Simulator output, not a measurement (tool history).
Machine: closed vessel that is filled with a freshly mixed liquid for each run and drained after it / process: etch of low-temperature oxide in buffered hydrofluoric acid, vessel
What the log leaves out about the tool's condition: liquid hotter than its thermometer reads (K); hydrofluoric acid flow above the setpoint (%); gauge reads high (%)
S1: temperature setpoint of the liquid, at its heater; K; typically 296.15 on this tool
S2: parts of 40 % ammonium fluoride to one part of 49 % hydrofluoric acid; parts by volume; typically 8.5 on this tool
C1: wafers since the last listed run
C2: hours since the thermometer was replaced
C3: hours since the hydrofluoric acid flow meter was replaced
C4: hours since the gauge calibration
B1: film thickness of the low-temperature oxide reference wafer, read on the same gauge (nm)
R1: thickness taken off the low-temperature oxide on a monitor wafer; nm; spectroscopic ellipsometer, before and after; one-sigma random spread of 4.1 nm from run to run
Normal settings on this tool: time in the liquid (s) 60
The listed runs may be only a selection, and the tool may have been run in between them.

{"run": 1, "hour": 0.0, "S1": 297.15, "S2": 8.5, "time in the liquid (s)": 60, "C1": 0, "C2": 139.9, "C3": 845.1, "C4": 738.1, "B1": 129.99, "R1": 465.27}
{"run": 2, "hour": 92.0, "S1": 297.15, "S2": 8.5, "time in the liquid (s)": 60, "C1": 11865, "C2": 231.9, "C3": 937.1, "C4": 830.1, "B1": 129.97, "R1": 464.51}
{"run": 3, "hour": 198.9, "S1": 297.15, "S2": 8.5, "time in the liquid (s)": 60, "C1": 13787, "C2": 338.8, "C3": 1044.0, "C4": 937.0, "B1": 129.98, "R1": 467.13}
{"run": 4, "hour": 303.3, "S1": 296.15, "S2": 8.5, "time in the liquid (s)": 60, "C1": 13465, "C2": 443.2, "C3": 1148.4, "C4": 1041.4, "B1": 130.02, "R1": 457.7}
{"run": 5, "hour": 367.0, "S1": 296.15, "S2": 8.5, "time in the liquid (s)": 60, "C1": 8215, "C2": 506.9, "C3": 1212.1, "C4": 1105.1, "B1": 130.0, "R1": 456.14}
{"run": 6, "hour": 416.2, "S1": 296.15, "S2": 8.5, "time in the liquid (s)": 60, "C1": 6345, "C2": 556.1, "C3": 1261.3, "C4": 1154.3, "B1": 129.99, "R1": 448.51}
{"hour": 456.3, "done": "gauge calibrated"}
{"run": 7, "hour": 496.5, "S1": 296.15, "S2": 8.5, "time in the liquid (s)": 60, "C1": 10356, "C2": 636.4, "C3": 1341.6, "C4": 40.2, "B1": 129.99, "R1": 459.55}
{"run": 8, "hour": 546.3, "S1": 296.15, "S2": 8.5, "time in the liquid (s)": 60, "C1": 6423, "C2": 686.2, "C3": 1391.4, "C4": 90.0, "B1": 129.98, "R1": 455.69}
{"run": 9, "hour": 629.9, "S1": 292.15, "S2": 6.0, "time in the liquid (s)": 60, "C1": 10782, "C2": 769.8, "C3": 1475.0, "C4": 173.6, "B1": 130.0, "R1": 509.0}
{"hour": 639.2, "done": "thermometer replaced"}
{"hour": 670.8, "done": "hydrofluoric acid flow meter replaced"}
{"run": 10, "hour": 724.3, "S1": 296.15, "S2": 8.5, "time in the liquid (s)": 60, "C1": 11917, "C2": 85.1, "C3": 53.5, "C4": 268.0, "B1": 130.01, "R1": 412.36}
{"run": 11, "hour": 765.7, "S1": 292.15, "S2": 5.0, "time in the liquid (s)": 90, "C1": 5339, "C2": 126.5, "C3": 94.9, "C4": 309.4, "B1": 130.01, "R1": 804.64}
{"run": 12, "hour": 837.1, "S1": 300.65, "S2": 10.0, "time in the liquid (s)": 40, "C1": 9209, "C2": 197.9, "C3": 166.3, "C4": 380.8, "B1": 130.01, "R1": 306.93}
{"run": 13, "hour": 911.7, "S1": 294.65, "S2": 8.5, "time in the liquid (s)": 60, "C1": 9621, "C2": 272.5, "C3": 240.9, "C4": 455.4, "B1": 130.0, "R1": 383.01}
{"run": 14, "hour": 976.3, "S1": 291.65, "S2": 8.5, "time in the liquid (s)": 90, "C1": 8331, "C2": 337.1, "C3": 305.5, "C4": 520.0, "B1": 130.0, "R1": 488.73}
{"run": 15, "hour": 1078.8, "S1": 300.15, "S2": 8.5, "time in the liquid (s)": 60, "C1": 13220, "C2": 439.6, "C3": 408.0, "C4": 622.5, "B1": 130.0, "R1": 519.29}
{"run": 16, "hour": 1149.3, "S1": 296.15, "S2": 8.5, "time in the liquid (s)": 60, "C1": 9092, "C2": 510.1, "C3": 478.5, "C4": 693.0, "B1": 130.02, "R1": 417.95}

Run 17 has not been measured yet. What should we expect?
{"run": 17, "hour": 1241.0, "S1": 296.15, "S2": 11.0, "time in the liquid (s)": 30, "C1": 11827, "C2": 601.8, "C3": 570.2, "C4": 784.7, "B1": "?", "R1": "?"}

Run 17 produced B1 130.03, R1 172.11 nm.
The same run, on a tool lacking any hidden state, would have yielded R1 164.39 nm.
